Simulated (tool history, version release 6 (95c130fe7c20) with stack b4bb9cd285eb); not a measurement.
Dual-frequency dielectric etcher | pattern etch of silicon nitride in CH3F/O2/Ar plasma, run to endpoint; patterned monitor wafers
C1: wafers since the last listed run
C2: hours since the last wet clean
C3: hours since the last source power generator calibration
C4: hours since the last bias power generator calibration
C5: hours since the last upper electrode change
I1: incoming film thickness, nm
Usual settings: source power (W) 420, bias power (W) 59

{"run": 1, "hour": 0.0, "source power (W)": 420, "bias power (W)": 64, "C1": 0, "C2": 395.3, "C3": 4135.8, "C4": 3546.7, "C5": 3922.7, "I1": 38.84, "endpoint time (s)": 56.5}
{"run": 2, "hour": 30.0, "source power (W)": 420, "bias power (W)": 59, "C1": 451, "C2": 425.3, "C3": 4165.8, "C4": 3576.7, "C5": 3952.7, "I1": 38.53, "endpoint time (s)": 58.3}
{"run": 3, "hour": 100.1, "source power (W)": 420, "bias power (W)": 59, "C1": 1054, "C2": 495.4, "C3": 4235.9, "C4": 3646.8, "C5": 4022.8, "I1": 39.01, "endpoint time (s)": 59.3}
{"hour": 132.6, "done": "wet clean of the chamber"}
{"run": 4, "hour": 133.1, "source power (W)": 420, "bias power (W)": 59, "C1": 135, "C2": 0.5, "C3": 4268.9, "C4": 3679.8, "C5": 4055.8, "I1": 38.74, "endpoint time (s)": 56.6}
{"run": 5, "hour": 175.8, "source power (W)": 420, "bias power (W)": 59, "C1": 642, "C2": 43.2, "C3": 4311.6, "C4": 3722.5, "C5": 4098.5, "I1": 38.79, "endpoint time (s)": 57.1}
{"run": 6, "hour": 215.5, "source power (W)": 350, "bias power (W)": 69, "C1": 597, "C2": 82.9, "C3": 4351.3, "C4": 3762.2, "C5": 4138.2, "I1": 39.11, "endpoint time (s)": 59.2}
{"run": 7, "hour": 277.6, "source power (W)": 420, "bias power (W)": 59, "C1": 934, "C2": 145.0, "C3": 4413.4, "C4": 3824.3, "C5": 4200.3, "I1": 38.76, "endpoint time (s)": 56.6}
{"run": 8, "hour": 303.9, "source power (W)": 420, "bias power (W)": 59, "C1": 395, "C2": 171.3, "C3": 4439.7, "C4": 3850.6, "C5": 4226.6, "I1": 39.41, "endpoint time (s)": 59.3}
{"hour": 406.8, "done": "bias power generator calibrated"}
{"run": 9, "hour": 506.3, "source power (W)": 350, "bias power (W)": 63, "C1": 2984, "C2": 373.7, "C3": 4642.1, "C4": 99.5, "C5": 4429.0, "I1": 38.71, "endpoint time (s)": 62.5}
{"run": 10, "hour": 568.7, "source power (W)": 350, "bias power (W)": 63, "C1": 938, "C2": 436.1, "C3": 4704.5, "C4": 161.9, "C5": 4491.4, "I1": 38.96, "endpoint time (s)": 63.2}
{"hour": 611.1, "done": "wet clean of the chamber"}
{"run": 11, "hour": 611.6, "source power (W)": 420, "bias power (W)": 63, "C1": 284, "C2": 0.5, "C3": 4747.4, "C4": 204.8, "C5": 4534.3, "I1": 38.95, "endpoint time (s)": 54.9}
{"run": 12, "hour": 784.8, "source power (W)": 520, "bias power (W)": 45, "C1": 2605, "C2": 173.7, "C3": 4920.6, "C4": 378.0, "C5": 4707.5, "I1": 38.83, "endpoint time (s)": 55.7}
{"run": 13, "hour": 823.9, "source power (W)": 360, "bias power (W)": 49, "C1": 588, "C2": 212.8, "C3": 4959.7, "C4": 417.1, "C5": 4746.6, "I1": 39.37, "endpoint time (s)": 67.7}
{"run": 14, "hour": 879.1, "source power (W)": 420, "bias power (W)": 59, "C1": 830, "C2": 268.0, "C3": 5014.9, "C4": 472.3, "C5": 4801.8, "I1": 38.91, "endpoint time (s)": 58.1}
{"run": 15, "hour": 909.0, "source power (W)": 340, "bias power (W)": 52, "C1": 449, "C2": 297.9, "C3": 5044.8, "C4": 502.2, "C5": 4831.7, "I1": 38.83, "endpoint time (s)": 67.9}
{"run": 16, "hour": 963.2, "source power (W)": 420, "bias power (W)": 59, "C1": 815, "C2": 352.1, "C3": 5099.0, "C4": 556.4, "C5": 4885.9, "I1": 38.89, "endpoint time (s)": 58.9}
{"run": 17, "hour": 1016.7, "source power (W)": 420, "bias power (W)": 59, "C1": 804, "C2": 405.6, "C3": 5152.5, "C4": 609.9, "C5": 4939.4, "I1": 38.88, "endpoint time (s)": 59.3}
{"run": 18, "hour": 1082.4, "source power (W)": 370, "bias power (W)": 73, "C1": 988, "C2": 471.3, "C3": 5218.2, "C4": 675.6, "C5": 5005.1, "I1": 39.28, "endpoint time (s)": 58.2}
{"run": 19, "hour": 1110.5, "source power (W)": 340, "bias power (W)": 70, "C1": 422, "C2": 499.4, "C3": 5246.3, "C4": 703.7, "C5": 5033.2, "I1": 38.9, "endpoint time (s)": 63.1}
{"run": 20, "hour": 1154.7, "source power (W)": 420, "bias power (W)": 51, "C1": 665, "C2": 543.6, "C3": 5290.5, "C4": 747.9, "C5": 5077.4, "I1": 38.61, "endpoint time (s)": 62.5}
{"hour": 1182.8, "done": "wet clean of the chamber"}
{"run": 21, "hour": 1184.4, "source power (W)": 420, "bias power (W)": 59, "C1": 85, "C2": 1.6, "C3": 5320.2, "C4": 777.6, "C5": 5107.1, "I1": 38.78, "endpoint time (s)": 56.3}
{"run": 22, "hour": 1231.8, "source power (W)": 360, "bias power (W)": 67, "C1": 713, "C2": 49.0, "C3": 5367.6, "C4": 825.0, "C5": 5154.5, "I1": 38.76, "endpoint time (s)": 58.1}
{"hour": 1253.0, "done": "source power generator calibrated"}
{"hour": 1358.8, "done": "upper electrode replaced"}
{"run": 23, "hour": 1367.5, "source power (W)": 490, "bias power (W)": 64, "C1": 1620, "C2": 184.7, "C3": 114.5, "C4": 960.7, "C5": 8.7, "I1": 38.97, "endpoint time (s)": 51.3}
{"run": 24, "hour": 1416.1, "source power (W)": 340, "bias power (W)": 71, "C1": 731, "C2": 233.3, "C3": 163.1, "C4": 1009.3, "C5": 57.3, "I1": 38.49, "endpoint time (s)": 59.9}
{"run": 25, "hour": 1456.4, "source power (W)": 450, "bias power (W)": 50, "C1": 606, "C2": 273.6, "C3": 203.4, "C4": 1049.6, "C5": 97.6, "I1": 38.94, "endpoint time (s)": 58.0}
{"run": 26, "hour": 1513.6, "source power (W)": 460, "bias power (W)": 71, "C1": 860, "C2": 330.8, "C3": 260.6, "C4": 1106.8, "C5": 154.8, "I1": 38.77, "endpoint time (s)": 52.3}
{"run": 27, "hour": 1553.6, "source power (W)": 420, "bias power (W)": 59, "C1": 601, "C2": 370.8, "C3": 300.6, "C4": 1146.8, "C5": 194.8, "I1": 38.84, "endpoint time (s)": 57.7}
{"run": 28, "hour": 1620.8, "source power (W)": 330, "bias power (W)": 73, "C1": 1011, "C2": 438.0, "C3": 367.8, "C4": 1214.0, "C5": 262.0, "I1": 38.54, "endpoint time (s)": 61.7}
{"run": 29, "hour": 1669.9, "source power (W)": 420, "bias power (W)": 47, "C1": 738, "C2": 487.1, "C3": 416.9, "C4": 1263.1, "C5": 311.1, "I1": 38.68, "endpoint time (s)": 62.9}
{"hour": 1724.5, "done": "wet clean of the chamber"}
{"run": 30, "hour": 1725.0, "source power (W)": 420, "bias power (W)": 59, "C1": 467, "C2": 0.5, "C3": 472.0, "C4": 1318.2, "C5": 366.2, "I1": 38.91, "endpoint time (s)": 56.4}
{"run": 31, "hour": 1777.2, "source power (W)": 330, "bias power (W)": 66, "C1": 785, "C2": 52.7, "C3": 524.2, "C4": 1370.4, "C5": 418.4, "I1": 38.73, "endpoint time (s)": 61.8}
{"run": 32, "hour": 1913.1, "source power (W)": 390, "bias power (W)": 69, "C1": 2044, "C2": 188.6, "C3": 660.1, "C4": 1506.3, "C5": 554.3, "I1": 39.16, "endpoint time (s)": 57.1}
{"run": 33, "hour": 1981.3, "source power (W)": 350, "bias power (W)": 70, "C1": 1026, "C2": 256.8, "C3": 728.3, "C4": 1574.5, "C5": 622.5, "I1": 38.66, "endpoint time (s)": 60.2}
{"run": 34, "hour": 2029.9, "source power (W)": 470, "bias power (W)": 52, "C1": 731, "C2": 305.4, "C3": 776.9, "C4": 1623.1, "C5": 671.1, "I1": 39.02, "endpoint time (s)": 57.1}
{"run": 35, "hour": 2088.5, "source power (W)": 340, "bias power (W)": 54, "C1": 881, "C2": 364.0, "C3": 835.5, "C4": 1681.7, "C5": 729.7, "I1": 38.87, "endpoint time (s)": 67.6}
{"run": 36, "hour": 2118.9, "source power (W)": 510, "bias power (W)": 72, "C1": 457, "C2": 394.4, "C3": 865.9, "C4": 1712.1, "C5": 760.1, "I1": 38.74, "endpoint time (s)": 48.8}

Forecast each of these 3 alternatives for the next run:
{"run": "A", "hour": 2119.3, "source power (W)": 420, "bias power (W)": 59, "C1": 6, "C2": 394.8, "C3": 866.3, "C4": 1712.5, "C5": 760.5, "I1": 38.52, "endpoint time (s)": "?"}
{"run": "B", "hour": 2119.3, "source power (W)": 480, "bias power (W)": 49, "C1": 6, "C2": 394.8, "C3": 866.3, "C4": 1712.5, "C5": 760.5, "I1": 38.52, "endpoint time (s)": "?"}
{"run": "C", "hour": 2119.3, "source power (W)": 450, "bias power (W)": 59, "C1": 6, "C2": 394.8, "C3": 866.3, "C4": 1712.5, "C5": 760.5, "I1": 38.52, "endpoint time (s)": "?"}

run=A endpoint_time_(s)=58.0
run=B endpoint_time_(s)=57.6
run=C endpoint_time_(s)=56.0
Stripped of hidden state, with their random variation kept, the same runs would have yielded:
run=A endpoint_time_(s)=55.7
run=B endpoint_time_(s)=55.3
run=C endpoint_time_(s)=53.8

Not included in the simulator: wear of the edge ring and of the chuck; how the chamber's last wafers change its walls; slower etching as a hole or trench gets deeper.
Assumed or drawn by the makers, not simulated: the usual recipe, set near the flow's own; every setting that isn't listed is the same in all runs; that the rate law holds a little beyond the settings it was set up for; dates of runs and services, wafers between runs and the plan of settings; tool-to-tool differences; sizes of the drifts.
